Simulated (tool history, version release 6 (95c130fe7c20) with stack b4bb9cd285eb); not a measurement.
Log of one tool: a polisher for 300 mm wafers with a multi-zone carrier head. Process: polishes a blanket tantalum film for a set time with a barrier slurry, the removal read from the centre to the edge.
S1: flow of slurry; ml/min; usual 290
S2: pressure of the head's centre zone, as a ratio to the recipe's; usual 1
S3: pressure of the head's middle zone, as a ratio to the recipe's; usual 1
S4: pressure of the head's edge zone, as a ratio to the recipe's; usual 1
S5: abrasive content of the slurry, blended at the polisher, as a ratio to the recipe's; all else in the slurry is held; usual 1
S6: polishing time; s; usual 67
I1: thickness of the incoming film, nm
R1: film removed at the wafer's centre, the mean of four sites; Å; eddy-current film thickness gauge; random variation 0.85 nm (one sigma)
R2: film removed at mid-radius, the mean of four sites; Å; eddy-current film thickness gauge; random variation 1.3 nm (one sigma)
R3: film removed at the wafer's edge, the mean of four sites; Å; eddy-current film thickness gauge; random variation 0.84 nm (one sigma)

run    day   S1    S2  S3    S4    S5  S6     I1    R1   R2   R3
  1      0  290     1   1     1     1  67  336.5  1009  900  876
     0.188  -- worn pad replaced by a new one
  2  0.308  335     1   1     1     1  67  338.3  1011  941  895
  3  0.592  335     1   1     1     1  67  337.7  1021  910  893
  4  1.292  290     1   1     1     1  67  336.8   990  885  879
  5  1.975  290     1   1     1     1  67  341.8  1016  925  876
  6  2.508  290     1   1     1     1  67  342.3  1008  900  881
  7  2.933  290     1   1     1     1  67  346.5  1002  891  877
  8  3.346  290     1   1     1     1  67  340.4   993  901  874
     3.438  -- slurry nozzle cleaned
  9  3.888  290     1   1     1     1  67  338.2  1011  898  876
 10  4.221  290  0.93   1  0.91     1  44  340.3   613  597  549
     4.442  -- worn pad replaced by a new one
     4.833  -- carrier head's membrane replaced by a new one
 11  4.854  290     1   1     1     1  67  343.5  1004  892  886
 12  5.083  340     1   1     1  1.25  67    340  1081  964  948
 13  5.367  290     1   1     1     1  67  340.2   999  895  878
 14  5.633  290     1   1     1     1  67  343.1  1005  910  875
     6.225  -- centre zone pressure recalibrated
     6.483  -- edge zone pressure recalibrated
 15  6.504  290     1   1     1     1  54  341.1   733  740  709
 16  6.833  245   0.9   1  1.12     1  61  338.6   737  812  828
 17  7.304  290     1   1     1     1  51    344   687  684  669
     7.808  -- worn pad replaced by a new one
 18  7.825  290     1   1     1     1  67  341.2   936  899  885
 19  8.396  290     1   1     1     1  55  340.3   763  741  712

Forecast each of these 3 alternatives for the next run:
  A  8.412  290   1   1   1   1  67  342.4   ?   ?   ?
  B  8.412  385   1   1   1   1  74  342.4   ?   ?   ?
  C  8.412  290   1   1   1   1  58  342.4   ?   ?   ?

run    R1    R2   R3
  A   942   929  879
  B  1071  1053  991
  C   815   804  761
Without the tool's hidden state the same runs would have given:
run    R1    R2   R3
  A   919   929  879
  B  1046  1054  991
  C   796   804  761

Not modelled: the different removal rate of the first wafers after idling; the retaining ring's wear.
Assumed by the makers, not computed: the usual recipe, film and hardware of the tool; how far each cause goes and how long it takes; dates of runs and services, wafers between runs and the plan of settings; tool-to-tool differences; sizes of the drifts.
